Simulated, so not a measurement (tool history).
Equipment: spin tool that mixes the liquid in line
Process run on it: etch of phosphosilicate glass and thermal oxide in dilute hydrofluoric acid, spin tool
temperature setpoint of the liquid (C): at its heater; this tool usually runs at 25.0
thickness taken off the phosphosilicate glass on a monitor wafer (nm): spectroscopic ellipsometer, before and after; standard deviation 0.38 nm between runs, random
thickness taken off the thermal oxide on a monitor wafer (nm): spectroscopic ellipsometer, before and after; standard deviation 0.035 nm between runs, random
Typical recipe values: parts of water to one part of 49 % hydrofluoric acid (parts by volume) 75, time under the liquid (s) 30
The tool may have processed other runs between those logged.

run	hour	temperature setpoint of the liquid (C)	parts of water to one part of 49 % hydrofluoric acid (parts by volume)	time under the liquid (s)	wafers since the last listed run	hours since the thermometer was replaced	hours since the hydrofluoric acid flow meter was replaced	hours since the gauge calibration	read-back film thickness of the phosphosilicate glass reference wafer, read on the same gauge (nm)	read-back film thickness of the thermal oxide reference wafer, read on the same gauge (nm)	thickness taken off the phosphosilicate glass on a monitor wafer (nm)	thickness taken off the thermal oxide on a monitor wafer (nm)
1	0.0	25.0	75	30	0	52.6	796.4	26.0	150.02	140.024	83.16	2.143
2	12.0	25.0	75	25	127	64.6	808.4	38.0	150.01	140.004	68.49	1.775
3	27.7	25.0	75	25	166	80.3	824.1	53.7	150.00	140.011	68.17	1.773
4	38.2	25.0	75	25	111	90.8	834.6	64.2	150.00	139.990	68.40	1.746
5	49.0	25.0	75	15	114	101.6	845.4	75.0	150.01	139.966	41.01	1.104
6	66.8	26.5	55	30	188	119.4	863.2	92.8	149.96	139.991	122.98	3.190
7	73.5	25.0	95	30	71	126.1	869.9	99.5	150.01	139.989	63.18	1.633
8	79.9	29.0	75	15	67	132.5	876.3	105.9	149.99	139.978	47.79	1.245
9	92.7	25.0	75	30	135	145.3	889.1	118.7	149.99	140.024	82.48	2.055
10	107.0	29.5	45	30	151	159.6	903.4	133.0	150.00	140.021	170.02	4.481
# hour 112.5: hydrofluoric acid flow meter replaced
11	123.3	22.5	75	20	162	175.9	10.8	149.3	150.00	140.002	49.19	1.260
12	137.7	25.0	75	30	152	190.3	25.2	163.7	150.02	139.997	81.76	2.107
13	148.6	22.5	115	45	115	201.2	36.1	174.6	150.01	140.050	68.99	1.781
14	162.7	28.0	75	15	149	215.3	50.2	188.7	150.01	140.010	46.17	1.194
15	173.0	23.0	75	30	109	225.6	60.5	199.0	149.98	139.996	75.38	1.914
16	182.8	23.5	110	40	103	235.4	70.3	208.8	149.98	140.015	66.95	1.722
17	200.0	25.0	75	20	182	252.6	87.5	226.0	150.00	139.996	54.30	1.391
18	209.4	20.5	75	15	99	262.0	96.9	235.4	150.01	139.985	34.03	0.867
19	223.0	25.0	75	30	144	275.6	110.5	249.0	150.02	139.997	81.53	2.113
20	232.8	25.0	95	45	103	285.4	120.3	258.8	150.01	139.982	94.23	2.500
21	243.3	27.0	100	45	111	295.9	130.8	269.3	150.00	140.026	95.53	2.538
22	257.4	28.0	65	30	149	310.0	144.9	283.4	150.00	139.991	106.66	2.830
23	274.3	28.0	75	45	179	326.9	161.8	300.3	149.99	139.975	137.45	3.525
24	287.9	27.0	60	30	144	340.5	175.4	313.9	150.02	140.041	112.03	2.930
25	303.6	25.0	75	30	166	356.2	191.1	329.6	150.01	139.991	81.44	2.093
26	315.7	25.0	110	30	128	368.3	203.2	341.7	149.98	140.018	53.29	1.400

Here are 4 independent what-if runs from the current tool condition. What would each one return?
A	316.1	29.5	75	30	4	368.7	203.6	342.1	?	?	?	?
B	316.1	28.0	90	30	4	368.7	203.6	342.1	?	?	?	?
C	316.1	27.5	75	30	4	368.7	203.6	342.1	?	?	?	?
D	316.1	21.0	65	20	4	368.7	203.6	342.1	?	?	?	?

run	read-back film thickness of the phosphosilicate glass reference wafer, read on the same gauge (nm)	read-back film thickness of the thermal oxide reference wafer, read on the same gauge (nm)	thickness taken off the phosphosilicate glass on a monitor wafer (nm)	thickness taken off the thermal oxide on a monitor wafer (nm)
A	149.98	139.977	97.16	2.518
B	149.98	139.977	74.82	1.939
C	149.98	139.977	89.84	2.328
D	149.98	139.977	53.72	1.392
Take away the tool's hidden state, keep each run's random variation, and the runs would have read:
run	thickness taken off the phosphosilicate glass on a monitor wafer (nm)	thickness taken off the thermal oxide on a monitor wafer (nm)
A	100.44	2.603
B	77.35	2.004
C	92.93	2.408
D	55.68	1.443
